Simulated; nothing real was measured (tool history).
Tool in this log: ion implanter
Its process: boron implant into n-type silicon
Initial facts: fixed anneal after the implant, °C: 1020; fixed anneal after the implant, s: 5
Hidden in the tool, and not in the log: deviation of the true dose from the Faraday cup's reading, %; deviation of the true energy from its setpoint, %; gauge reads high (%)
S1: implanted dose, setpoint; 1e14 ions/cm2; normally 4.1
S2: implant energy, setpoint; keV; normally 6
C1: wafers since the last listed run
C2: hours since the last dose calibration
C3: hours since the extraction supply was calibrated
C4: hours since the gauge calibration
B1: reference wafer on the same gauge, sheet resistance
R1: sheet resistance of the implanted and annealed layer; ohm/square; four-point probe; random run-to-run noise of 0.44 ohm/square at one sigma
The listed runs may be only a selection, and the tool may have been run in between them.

| run | hour | S1 | S2 | C1 | C2 | C3 | C4 | B1 | R1 |
|---|---|---|---|---|---|---|---|---|---|
| 1 | 0 | 4.1 | 4.5 | 0 | 1279.2 | 3543.2 | 745.1 | 292.95 | 305.1 |
| 2 | 28.6 | 4.1 | 6 | 722 | 1307.8 | 3571.8 | 773.7 | 293.05 | 289.52 |
| 3 | 60.2 | 4.1 | 6 | 797 | 1339.4 | 3603.4 | 805.3 | 293.06 | 290.07 |
| 4 | 81.5 | 4.1 | 6 | 537 | 1360.7 | 3624.7 | 826.6 | 292.93 | 290.11 |
| 5 | 122 | 4.1 | 6 | 1022 | 1401.2 | 3665.2 | 867.1 | 292.95 | 289.58 |
| 6 | 135.6 | 4.1 | 6 | 343 | 1414.8 | 3678.8 | 880.7 | 293.13 | 290.18 |
| 7 | 164.3 | 4.1 | 6 | 724 | 1443.5 | 3707.5 | 909.4 | 293 | 290.2 |
| 8 | 190 | 4.1 | 6 | 648 | 1469.2 | 3733.2 | 935.1 | 293.01 | 290.1 |
| 9 | 219.2 | 4.1 | 6 | 737 | 1498.4 | 3762.4 | 964.3 | 293.06 | 288.98 |
| 10 | 242.1 | 4.1 | 6.5 | 578 | 1521.3 | 3785.3 | 987.2 | 292.93 | 286.53 |
| 11 | 266.6 | 4.1 | 6.5 | 618 | 1545.8 | 3809.8 | 1011.7 | 293.01 | 286.24 |
| 12 | 281.5 | 4.1 | 6.5 | 376 | 1560.7 | 3824.7 | 1026.6 | 293.05 | 285.19 |
| 13 | 304 | 5.08 | 5.5 | 568 | 1583.2 | 3847.2 | 1049.1 | 292.85 | 247.74 |
| 14 | 322.8 | 5.08 | 5.5 | 474 | 1602 | 3866 | 1067.9 | 292.95 | 247.75 |
| 15 | 352.2 | 4.1 | 7.5 | 742 | 1631.4 | 3895.4 | 1097.3 | 293.06 | 280.91 |
|  | 371.6 | Faraday cup replaced and dose calibrated |
| 16 | 393.2 | 4.1 | 7.5 | 833 | 21.6 | 3936.4 | 1138.3 | 293.1 | 284.42 |
| 17 | 426.7 | 4.1 | 7.5 | 845 | 55.1 | 3969.9 | 1171.8 | 293.18 | 284.79 |
| 18 | 461.9 | 4.9 | 6 | 888 | 90.3 | 4005.1 | 1207 | 293.05 | 252.71 |
| 19 | 483.4 | 4.1 | 6.5 | 542 | 111.8 | 4026.6 | 1228.5 | 292.97 | 289.76 |
| 20 | 503.4 | 4.98 | 5 | 504 | 131.8 | 4046.6 | 1248.5 | 293.08 | 259.97 |
|  | 516.4 | gauge calibrated |
| 21 | 551.7 | 3.07 | 7 | 1219 | 180.1 | 4094.9 | 35.3 | 293.22 | 368.81 |
| 22 | 572 | 5.03 | 6 | 512 | 200.4 | 4115.2 | 55.6 | 292.99 | 248.12 |
| 23 | 605.4 | 2.91 | 6 | 843 | 233.8 | 4148.6 | 89 | 292.97 | 392.53 |
| 24 | 617.8 | 3.45 | 6 | 313 | 246.2 | 4161 | 101.4 | 292.96 | 340.21 |
| 25 | 631.3 | 3.31 | 7.5 | 340 | 259.7 | 4174.5 | 114.9 | 292.93 | 342.13 |
| 26 | 700.9 | 3.76 | 8 | 1757 | 329.3 | 4244.1 | 184.5 | 293.11 | 303.42 |
| 27 | 728.1 | 4.1 | 6 | 686 | 356.5 | 4271.3 | 211.7 | 293.1 | 293.1 |
|  | 751.6 | extraction supply calibrated |
| 28 | 757.2 | 4.1 | 7.5 | 532 | 385.6 | 5.6 | 240.8 | 293.01 | 283.6 |
| 29 | 806.8 | 3.24 | 6 | 1252 | 435.2 | 55.2 | 290.4 | 292.95 | 357.56 |
| 30 | 825.6 | 4.1 | 6 | 474 | 454 | 74 | 309.2 | 292.99 | 292.6 |
| 31 | 839.5 | 4.1 | 5 | 350 | 467.9 | 87.9 | 323.1 | 292.92 | 300.92 |
| 32 | 861.6 | 4.1 | 6 | 557 | 490 | 110 | 345.2 | 292.92 | 292.1 |
| 33 | 876.7 | 3.66 | 6 | 381 | 505.1 | 125.1 | 360.3 | 292.97 | 321.45 |
| 34 | 895.5 | 4.1 | 6 | 474 | 523.9 | 143.9 | 379.1 | 292.97 | 291.41 |
| 35 | 907.6 | 4.58 | 8 | 305 | 536 | 156 | 391.2 | 293 | 255.47 |
| 36 | 930.5 | 3.43 | 7.5 | 578 | 558.9 | 178.9 | 414.1 | 292.95 | 331.03 |
| 37 | 963.9 | 4.1 | 5 | 843 | 592.3 | 212.3 | 447.5 | 292.91 | 301.36 |
| 38 | 987.8 | 5.09 | 6 | 603 | 616.2 | 236.2 | 471.4 | 293.18 | 244.38 |

For each run, the measured value with the value that run would have given without the tool's hidden condition subtracted. The run-to-run variation is shared by both, the gauge scatter possibly not:
| run | R1 |
|---|---|
| 1 | -3.22 |
| 2 | -3.45 |
| 3 | -3.55 |
| 4 | -3.62 |
| 5 | -3.74 |
| 6 | -3.79 |
| 7 | -3.88 |
| 8 | -3.96 |
| 9 | -4.03 |
| 10 | -4.11 |
| 11 | -4.19 |
| 12 | -4.23 |
| 13 | -3.29 |
| 14 | -3.33 |
| 15 | -4.42 |
| 16 | -0.3 |
| 17 | -0.4 |
| 18 | -0.42 |
| 19 | -0.58 |
| 20 | -0.5 |
| 21 | -1.02 |
| 22 | -0.68 |
| 23 | -1.31 |
| 24 | -1.2 |
| 25 | -1.27 |
| 26 | -1.36 |
| 27 | -1.36 |
| 28 | -1.43 |
| 29 | -2.01 |
| 30 | -1.67 |
| 31 | -1.68 |
| 32 | -1.78 |
| 33 | -2.05 |
| 34 | -1.88 |
| 35 | -1.68 |
| 36 | -2.33 |
| 37 | -2.06 |
| 38 | -1.67 |
